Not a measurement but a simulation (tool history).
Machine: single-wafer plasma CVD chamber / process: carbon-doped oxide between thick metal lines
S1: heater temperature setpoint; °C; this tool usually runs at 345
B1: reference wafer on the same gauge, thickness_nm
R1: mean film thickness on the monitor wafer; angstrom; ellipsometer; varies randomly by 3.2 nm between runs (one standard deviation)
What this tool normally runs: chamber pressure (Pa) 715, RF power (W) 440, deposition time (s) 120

{"run": 1, "hour": 0.0, "S1": 345, "chamber pressure (Pa)": 840, "RF power (W)": 440, "deposition time (s)": 120, "B1": 608.116, "R1": 5296.78}
{"run": 2, "hour": 105.9, "S1": 345, "chamber pressure (Pa)": 715, "RF power (W)": 440, "deposition time (s)": 120, "B1": 607.266, "R1": 5231.19}
{"run": 3, "hour": 164.8, "S1": 352, "chamber pressure (Pa)": 715, "RF power (W)": 440, "deposition time (s)": 120, "B1": 608.257, "R1": 5123.04}
{"run": 4, "hour": 203.0, "S1": 352, "chamber pressure (Pa)": 715, "RF power (W)": 440, "deposition time (s)": 120, "B1": 607.724, "R1": 5221.05}
{"run": 5, "hour": 295.8, "S1": 352, "chamber pressure (Pa)": 715, "RF power (W)": 440, "deposition time (s)": 120, "B1": 607.089, "R1": 5097.36}
{"run": 6, "hour": 364.8, "S1": 345, "chamber pressure (Pa)": 715, "RF power (W)": 440, "deposition time (s)": 136, "B1": 607.845, "R1": 5937.19}
{"run": 7, "hour": 406.8, "S1": 345, "chamber pressure (Pa)": 715, "RF power (W)": 440, "deposition time (s)": 120, "B1": 608.514, "R1": 5271.12}
{"run": 8, "hour": 462.7, "S1": 345, "chamber pressure (Pa)": 715, "RF power (W)": 370, "deposition time (s)": 111, "B1": 606.649, "R1": 4239.42}
{"run": 9, "hour": 526.3, "S1": 349, "chamber pressure (Pa)": 872, "RF power (W)": 440, "deposition time (s)": 120, "B1": 608.539, "R1": 5286.78}
{"hour": 689.5, "done": "thermocouple changed; heater temperature recalibrated"}
{"run": 10, "hour": 709.6, "S1": 349, "chamber pressure (Pa)": 872, "RF power (W)": 440, "deposition time (s)": 120, "B1": 606.826, "R1": 5294.15}
{"run": 11, "hour": 791.4, "S1": 358, "chamber pressure (Pa)": 888, "RF power (W)": 505, "deposition time (s)": 134, "B1": 607.943, "R1": 6312.03}
{"run": 12, "hour": 880.6, "S1": 345, "chamber pressure (Pa)": 715, "RF power (W)": 440, "deposition time (s)": 120, "B1": 607.752, "R1": 5176.93}
{"run": 13, "hour": 988.2, "S1": 345, "chamber pressure (Pa)": 715, "RF power (W)": 440, "deposition time (s)": 133, "B1": 608.397, "R1": 5781.63}
{"hour": 1021.4, "done": "showerhead replaced"}
{"run": 14, "hour": 1084.6, "S1": 345, "chamber pressure (Pa)": 715, "RF power (W)": 400, "deposition time (s)": 120, "B1": 608.539, "R1": 4777.91}
{"hour": 1117.2, "done": "RF generator calibrated"}
{"run": 15, "hour": 1154.8, "S1": 345, "chamber pressure (Pa)": 892, "RF power (W)": 395, "deposition time (s)": 120, "B1": 609.057, "R1": 5064.61}
{"run": 16, "hour": 1198.6, "S1": 349, "chamber pressure (Pa)": 715, "RF power (W)": 440, "deposition time (s)": 120, "B1": 608.154, "R1": 5279.11}
{"run": 17, "hour": 1305.9, "S1": 337, "chamber pressure (Pa)": 623, "RF power (W)": 480, "deposition time (s)": 100, "B1": 608.467, "R1": 4734.02}
{"run": 18, "hour": 1355.2, "S1": 345, "chamber pressure (Pa)": 715, "RF power (W)": 440, "deposition time (s)": 100, "B1": 607.604, "R1": 4476.18}
{"hour": 1394.2, "done": "capacitance manometer re-zeroed and calibrated"}
{"run": 19, "hour": 1431.1, "S1": 345, "chamber pressure (Pa)": 715, "RF power (W)": 440, "deposition time (s)": 120, "B1": 608.299, "R1": 5363.29}
{"run": 20, "hour": 1531.4, "S1": 340, "chamber pressure (Pa)": 633, "RF power (W)": 370, "deposition time (s)": 104, "B1": 608.417, "R1": 4091.12}
{"hour": 1567.0, "done": "gauge calibrated"}
{"run": 21, "hour": 1580.2, "S1": 352, "chamber pressure (Pa)": 715, "RF power (W)": 440, "deposition time (s)": 120, "B1": 607.941, "R1": 5245.86}
{"run": 22, "hour": 1687.6, "S1": 354, "chamber pressure (Pa)": 841, "RF power (W)": 440, "deposition time (s)": 120, "B1": 607.832, "R1": 5278.04}
{"run": 23, "hour": 1986.9, "S1": 356, "chamber pressure (Pa)": 621, "RF power (W)": 440, "deposition time (s)": 141, "B1": 608.173, "R1": 5956.62}
{"run": 24, "hour": 2047.6, "S1": 345, "chamber pressure (Pa)": 715, "RF power (W)": 440, "deposition time (s)": 120, "B1": 608.794, "R1": 5309.69}
{"run": 25, "hour": 2133.1, "S1": 356, "chamber pressure (Pa)": 715, "RF power (W)": 440, "deposition time (s)": 131, "B1": 608.562, "R1": 5624.4}
{"run": 26, "hour": 2237.7, "S1": 345, "chamber pressure (Pa)": 715, "RF power (W)": 440, "deposition time (s)": 120, "B1": 608.06, "R1": 5388.33}
{"run": 27, "hour": 2312.7, "S1": 345, "chamber pressure (Pa)": 715, "RF power (W)": 505, "deposition time (s)": 120, "B1": 607.111, "R1": 5889.65}
{"run": 28, "hour": 2418.8, "S1": 345, "chamber pressure (Pa)": 715, "RF power (W)": 440, "deposition time (s)": 120, "B1": 608.395, "R1": 5348.67}

Run 29, settings as shown, results not yet in. Your forecast:
{"run": 29, "hour": 2526.2, "S1": 337, "chamber pressure (Pa)": 715, "RF power (W)": 475, "deposition time (s)": 120, "B1": "?", "R1": "?"}

B1: 606.609
R1: 5776.55 angstrom
Were there no unlogged condition in the tool, this run, its random variation unchanged, would have produced R1 5857.49 angstrom.
